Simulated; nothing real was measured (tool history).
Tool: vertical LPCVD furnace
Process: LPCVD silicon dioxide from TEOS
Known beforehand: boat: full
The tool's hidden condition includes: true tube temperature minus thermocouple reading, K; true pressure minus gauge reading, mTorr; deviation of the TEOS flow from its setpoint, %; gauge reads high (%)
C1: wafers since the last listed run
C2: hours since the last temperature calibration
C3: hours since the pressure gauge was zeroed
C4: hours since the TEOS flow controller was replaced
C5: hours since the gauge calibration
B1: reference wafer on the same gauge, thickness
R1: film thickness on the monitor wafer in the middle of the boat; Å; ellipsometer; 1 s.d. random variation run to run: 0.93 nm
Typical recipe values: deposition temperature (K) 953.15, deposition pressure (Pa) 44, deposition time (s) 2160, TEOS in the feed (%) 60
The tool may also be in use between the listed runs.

{"run": 1, "day": 0.0, "deposition temperature (K)": 953.15, "deposition pressure (Pa)": 44, "deposition time (s)": 2160, "TEOS in the feed (%)": 60, "C1": 0, "C2": 964.8, "C3": 4013.2, "C4": 4024.2, "C5": 1312.4, "B1": 203.13, "R1": 1715}
{"run": 2, "day": 4.117, "deposition temperature (K)": 953.15, "deposition pressure (Pa)": 44, "deposition time (s)": 2160, "TEOS in the feed (%)": 60, "C1": 824, "C2": 1063.6, "C3": 4112, "C4": 4123, "C5": 1411.2, "B1": 202.59, "R1": 1721.3}
{"run": 3, "day": 7.067, "deposition temperature (K)": 953.15, "deposition pressure (Pa)": 44, "deposition time (s)": 2160, "TEOS in the feed (%)": 60, "C1": 590, "C2": 1134.4, "C3": 4182.8, "C4": 4193.8, "C5": 1482, "B1": 203.14, "R1": 1737.1}
{"run": 4, "day": 10.671, "deposition temperature (K)": 953.15, "deposition pressure (Pa)": 44, "deposition time (s)": 2160, "TEOS in the feed (%)": 60, "C1": 721, "C2": 1220.9, "C3": 4269.3, "C4": 4280.3, "C5": 1568.5, "B1": 202.67, "R1": 1741}
{"run": 5, "day": 14.275, "deposition temperature (K)": 953.15, "deposition pressure (Pa)": 44, "deposition time (s)": 2160, "TEOS in the feed (%)": 60, "C1": 721, "C2": 1307.4, "C3": 4355.8, "C4": 4366.8, "C5": 1655, "B1": 203.03, "R1": 1745.2}
{"run": 6, "day": 16.521, "deposition temperature (K)": 953.15, "deposition pressure (Pa)": 44, "deposition time (s)": 2160, "TEOS in the feed (%)": 60, "C1": 449, "C2": 1361.3, "C3": 4409.7, "C4": 4420.7, "C5": 1708.9, "B1": 202.97, "R1": 1729.2}
{"run": 7, "day": 18.592, "deposition temperature (K)": 953.15, "deposition pressure (Pa)": 44, "deposition time (s)": 2160, "TEOS in the feed (%)": 60, "C1": 414, "C2": 1411, "C3": 4459.4, "C4": 4470.4, "C5": 1758.6, "B1": 203.34, "R1": 1732}
{"run": 8, "day": 21.925, "deposition temperature (K)": 953.15, "deposition pressure (Pa)": 44, "deposition time (s)": 2850, "TEOS in the feed (%)": 60, "C1": 667, "C2": 1491, "C3": 4539.4, "C4": 4550.4, "C5": 1838.6, "B1": 202.76, "R1": 2312.1}
{"day": 25.408, "done": "gauge calibrated"}
{"run": 9, "day": 25.858, "deposition temperature (K)": 953.15, "deposition pressure (Pa)": 44, "deposition time (s)": 2850, "TEOS in the feed (%)": 60, "C1": 787, "C2": 1585.4, "C3": 4633.8, "C4": 4644.8, "C5": 10.8, "B1": 203.24, "R1": 2312.6}
{"run": 10, "day": 27.546, "deposition temperature (K)": 953.15, "deposition pressure (Pa)": 44, "deposition time (s)": 2850, "TEOS in the feed (%)": 60, "C1": 337, "C2": 1625.9, "C3": 4674.3, "C4": 4685.3, "C5": 51.3, "B1": 203.13, "R1": 2292.8}
{"day": 32.629, "done": "pressure gauge zeroed"}
{"run": 11, "day": 32.65, "deposition temperature (K)": 953.15, "deposition pressure (Pa)": 44, "deposition time (s)": 2160, "TEOS in the feed (%)": 60, "C1": 822, "C2": 1748.4, "C3": 0.5, "C4": 4807.8, "C5": 173.8, "B1": 203.13, "R1": 1751.5}
{"run": 12, "day": 33.717, "deposition temperature (K)": 953.15, "deposition pressure (Pa)": 44, "deposition time (s)": 2160, "TEOS in the feed (%)": 60, "C1": 213, "C2": 1774, "C3": 26.1, "C4": 4833.4, "C5": 199.4, "B1": 203.16, "R1": 1758.1}
{"run": 13, "day": 36.738, "deposition temperature (K)": 953.15, "deposition pressure (Pa)": 44, "deposition time (s)": 2160, "TEOS in the feed (%)": 60, "C1": 605, "C2": 1846.5, "C3": 98.6, "C4": 4905.9, "C5": 271.9, "B1": 203.23, "R1": 1786.8}
{"run": 14, "day": 40.279, "deposition temperature (K)": 953.15, "deposition pressure (Pa)": 44, "deposition time (s)": 2850, "TEOS in the feed (%)": 60, "C1": 709, "C2": 1931.5, "C3": 183.6, "C4": 4990.9, "C5": 356.9, "B1": 202.8, "R1": 2358.4}
{"run": 15, "day": 42.604, "deposition temperature (K)": 953.15, "deposition pressure (Pa)": 48, "deposition time (s)": 2160, "TEOS in the feed (%)": 65, "C1": 465, "C2": 1987.3, "C3": 239.4, "C4": 5046.7, "C5": 412.7, "B1": 202.68, "R1": 1943.5}
{"run": 16, "day": 45.692, "deposition temperature (K)": 953.15, "deposition pressure (Pa)": 44, "deposition time (s)": 2160, "TEOS in the feed (%)": 60, "C1": 618, "C2": 2061.4, "C3": 313.5, "C4": 5120.8, "C5": 486.8, "B1": 203.01, "R1": 1790.1}
{"run": 17, "day": 53.692, "deposition temperature (K)": 953.15, "deposition pressure (Pa)": 44, "deposition time (s)": 1800, "TEOS in the feed (%)": 60, "C1": 1602, "C2": 2253.4, "C3": 505.5, "C4": 5312.8, "C5": 678.8, "B1": 202.94, "R1": 1505.8}
{"run": 18, "day": 55.646, "deposition temperature (K)": 947.15, "deposition pressure (Pa)": 44, "deposition time (s)": 2160, "TEOS in the feed (%)": 71, "C1": 391, "C2": 2300.3, "C3": 552.4, "C4": 5359.7, "C5": 725.7, "B1": 203.25, "R1": 1701.6}
{"day": 58.25, "done": "TEOS flow controller replaced"}
{"run": 19, "day": 58.271, "deposition temperature (K)": 953.15, "deposition pressure (Pa)": 44, "deposition time (s)": 2160, "TEOS in the feed (%)": 56, "C1": 325, "C2": 2363.3, "C3": 615.4, "C4": 0.5, "C5": 788.7, "B1": 202.82, "R1": 1745.7}
{"run": 20, "day": 59.217, "deposition temperature (K)": 953.15, "deposition pressure (Pa)": 52, "deposition time (s)": 1620, "TEOS in the feed (%)": 60, "C1": 189, "C2": 2386, "C3": 638.1, "C4": 23.2, "C5": 811.4, "B1": 203.26, "R1": 1463.6}
{"run": 21, "day": 60.833, "deposition temperature (K)": 953.15, "deposition pressure (Pa)": 44, "deposition time (s)": 2490, "TEOS in the feed (%)": 57, "C1": 323, "C2": 2424.8, "C3": 676.9, "C4": 62, "C5": 850.2, "B1": 202.73, "R1": 2014}
{"day": 64.712, "done": "thermocouples replaced and temperature profile calibrated"}
{"run": 22, "day": 65.279, "deposition temperature (K)": 953.15, "deposition pressure (Pa)": 36.7, "deposition time (s)": 2160, "TEOS in the feed (%)": 68, "C1": 690, "C2": 13.6, "C3": 783.6, "C4": 168.7, "C5": 956.9, "B1": 203.02, "R1": 1655.3}
{"run": 23, "day": 69.775, "deposition temperature (K)": 953.15, "deposition pressure (Pa)": 44, "deposition time (s)": 2160, "TEOS in the feed (%)": 60, "C1": 900, "C2": 121.5, "C3": 891.5, "C4": 276.6, "C5": 1064.8, "B1": 202.84, "R1": 1721.5}
{"run": 24, "day": 73.462, "deposition temperature (K)": 963.15, "deposition pressure (Pa)": 52.7, "deposition time (s)": 1770, "TEOS in the feed (%)": 60, "C1": 738, "C2": 210, "C3": 980, "C4": 365.1, "C5": 1153.3, "B1": 202.96, "R1": 1940.8}
{"run": 25, "day": 76.958, "deposition temperature (K)": 953.15, "deposition pressure (Pa)": 44, "deposition time (s)": 1920, "TEOS in the feed (%)": 60, "C1": 700, "C2": 293.9, "C3": 1063.9, "C4": 449, "C5": 1237.2, "B1": 202.73, "R1": 1509.3}
{"run": 26, "day": 80.529, "deposition temperature (K)": 953.15, "deposition pressure (Pa)": 44, "deposition time (s)": 2160, "TEOS in the feed (%)": 60, "C1": 715, "C2": 379.6, "C3": 1149.6, "C4": 534.7, "C5": 1322.9, "B1": 202.59, "R1": 1715.6}
{"run": 27, "day": 82.492, "deposition temperature (K)": 960.15, "deposition pressure (Pa)": 36.7, "deposition time (s)": 2520, "TEOS in the feed (%)": 49, "C1": 393, "C2": 426.7, "C3": 1196.7, "C4": 581.8, "C5": 1370, "B1": 203.39, "R1": 1943.1}
{"run": 28, "day": 89.662, "deposition temperature (K)": 943.15, "deposition pressure (Pa)": 39.3, "deposition time (s)": 1800, "TEOS in the feed (%)": 69, "C1": 1436, "C2": 598.8, "C3": 1368.8, "C4": 753.9, "C5": 1542.1, "B1": 203.06, "R1": 1125.5}
{"run": 29, "day": 93.592, "deposition temperature (K)": 953.15, "deposition pressure (Pa)": 44, "deposition time (s)": 1710, "TEOS in the feed (%)": 68, "C1": 786, "C2": 693.1, "C3": 1463.1, "C4": 848.2, "C5": 1636.4, "B1": 203.34, "R1": 1442.9}
{"run": 30, "day": 98.188, "deposition temperature (K)": 953.15, "deposition pressure (Pa)": 44, "deposition time (s)": 2160, "TEOS in the feed (%)": 60, "C1": 920, "C2": 803.4, "C3": 1573.4, "C4": 958.5, "C5": 1746.7, "B1": 202.97, "R1": 1706.2}
{"run": 31, "day": 102.529, "deposition temperature (K)": 958.15, "deposition pressure (Pa)": 44, "deposition time (s)": 2160, "TEOS in the feed (%)": 52, "C1": 869, "C2": 907.6, "C3": 1677.6, "C4": 1062.7, "C5": 1850.9, "B1": 203.13, "R1": 1800.5}

4 ways to go on from here, each from the tool as it stands after run 31. What would each give?
{"run": "A", "day": 102.746, "deposition temperature (K)": 953.15, "deposition pressure (Pa)": 44, "deposition time (s)": 2160, "TEOS in the feed (%)": 60, "C1": 43, "C2": 912.8, "C3": 1682.8, "C4": 1067.9, "C5": 1856.1, "B1": "?", "R1": "?"}
{"run": "B", "day": 102.746, "deposition temperature (K)": 953.15, "deposition pressure (Pa)": 44, "deposition time (s)": 1410, "TEOS in the feed (%)": 60, "C1": 43, "C2": 912.8, "C3": 1682.8, "C4": 1067.9, "C5": 1856.1, "B1": "?", "R1": "?"}
{"run": "C", "day": 102.746, "deposition temperature (K)": 962.15, "deposition pressure (Pa)": 52, "deposition time (s)": 2160, "TEOS in the feed (%)": 72, "C1": 43, "C2": 912.8, "C3": 1682.8, "C4": 1067.9, "C5": 1856.1, "B1": "?", "R1": "?"}
{"run": "D", "day": 102.746, "deposition temperature (K)": 947.15, "deposition pressure (Pa)": 44, "deposition time (s)": 2160, "TEOS in the feed (%)": 60, "C1": 43, "C2": 912.8, "C3": 1682.8, "C4": 1067.9, "C5": 1856.1, "B1": "?", "R1": "?"}

run=A B1=202.9 R1=1710.3
run=B B1=202.9 R1=1116.4
run=C B1=202.9 R1=2527.7
run=D B1=202.9 R1=1477.5
Stripped of hidden state, with their random variation kept, the same runs would have yielded:
run=A R1=1686.9
run=B R1=1101.2
run=C R1=2493.9
run=D R1=1457.1

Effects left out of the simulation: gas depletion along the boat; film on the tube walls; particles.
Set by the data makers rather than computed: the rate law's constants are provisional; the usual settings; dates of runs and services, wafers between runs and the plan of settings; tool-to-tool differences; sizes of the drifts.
